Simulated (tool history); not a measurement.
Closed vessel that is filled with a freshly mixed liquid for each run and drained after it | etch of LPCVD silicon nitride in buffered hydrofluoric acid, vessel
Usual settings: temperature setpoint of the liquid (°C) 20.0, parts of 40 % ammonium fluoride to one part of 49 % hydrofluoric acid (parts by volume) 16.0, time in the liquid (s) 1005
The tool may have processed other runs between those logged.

run     day  temperature setpoint of the liquid (°C)  parts of 40 % ammonium fluoride to one part of 49 % hydrofluoric acid (parts by volume)  time in the liquid (s)  read-back film thickness of the LPCVD silicon nitride reference wafer, read on the same gauge (nm)  thickness taken off the LPCVD silicon nitride on a monitor wafer (nm)
  1   0.000                                     20.0                                                                                     16.0                    1005                                                                                               99.99                                                                   6.75
  2   0.971                                     20.0                                                                                     16.0                    1005                                                                                              100.02                                                                   6.65
  3   1.638                                     20.0                                                                                     16.0                    1005                                                                                              100.02                                                                   6.77
  4   2.579                                     20.0                                                                                     16.0                     845                                                                                              100.00                                                                   5.75
  5   3.750                                     20.0                                                                                     16.0                     845                                                                                              100.01                                                                   5.74
  6   4.908                                     18.0                                                                                     20.5                    1005                                                                                              100.00                                                                   4.75
  7   5.662                                     21.5                                                                                     16.0                    1005                                                                                              100.01                                                                   7.47
  8   6.546                                     20.0                                                                                     16.0                    1005                                                                                              100.01                                                                   6.76
      8.475  -- gauge calibrated
      9.146  -- thermometer replaced
  9   9.667                                     20.0                                                                                     16.0                    1005                                                                                              100.00                                                                   6.82
 10  13.117                                     20.0                                                                                     16.0                    1005                                                                                              100.03                                                                   6.85
 11  14.392                                     20.0                                                                                     16.0                    1160                                                                                               99.99                                                                   7.93
 12  15.662                                     17.0                                                                                     16.0                    1005                                                                                               99.99                                                                   5.83
 13  16.408                                     20.0                                                                                     16.0                    1005                                                                                              100.00                                                                   6.95
 14  17.442                                     20.0                                                                                     16.0                    1005                                                                                              100.00                                                                   6.88
     17.712  -- hydrofluoric acid flow meter replaced
 15  18.233                                     17.5                                                                                     16.0                     440                                                                                              100.00                                                                   2.58
 16  19.304                                     20.0                                                                                     16.0                    1005                                                                                              100.01                                                                   6.68
 17  19.992                                     24.0                                                                                     11.0                    1320                                                                                               99.99                                                                  15.94
 18  20.954                                     20.0                                                                                     16.0                    1550                                                                                              100.00                                                                  10.40
 19  22.162                                     17.5                                                                                     16.0                    1255                                                                                               99.99                                                                   7.42
 20  23.267                                     20.0                                                                                     18.0                    1005                                                                                              100.01                                                                   6.00
 21  23.833                                     20.0                                                                                     16.0                    1005                                                                                              100.00                                                                   6.68

3 options for the next run, each taken on its own from the tool as it stands now. Forecast them:
  A  23.871                                     20.0                                                                                     16.0                    1005                                                                                                   ?                                                                      ?
  B  23.871                                     24.0                                                                                     19.5                    1005                                                                                                   ?                                                                      ?
  C  23.871                                     21.5                                                                                     10.5                     610                                                                                                   ?                                                                      ?

run  read-back film thickness of the LPCVD silicon nitride reference wafer, read on the same gauge (nm)  thickness taken off the LPCVD silicon nitride on a monitor wafer (nm)
  A                                                                                              100.01                                                                   6.79
  B                                                                                              100.01                                                                   6.97
  C                                                                                              100.01                                                                   6.77
Had the tool no hidden state, the same runs would have come out as:
run  thickness taken off the LPCVD silicon nitride on a monitor wafer (nm)
  A                                                                   6.70
  B                                                                   6.88
  C                                                                   6.68
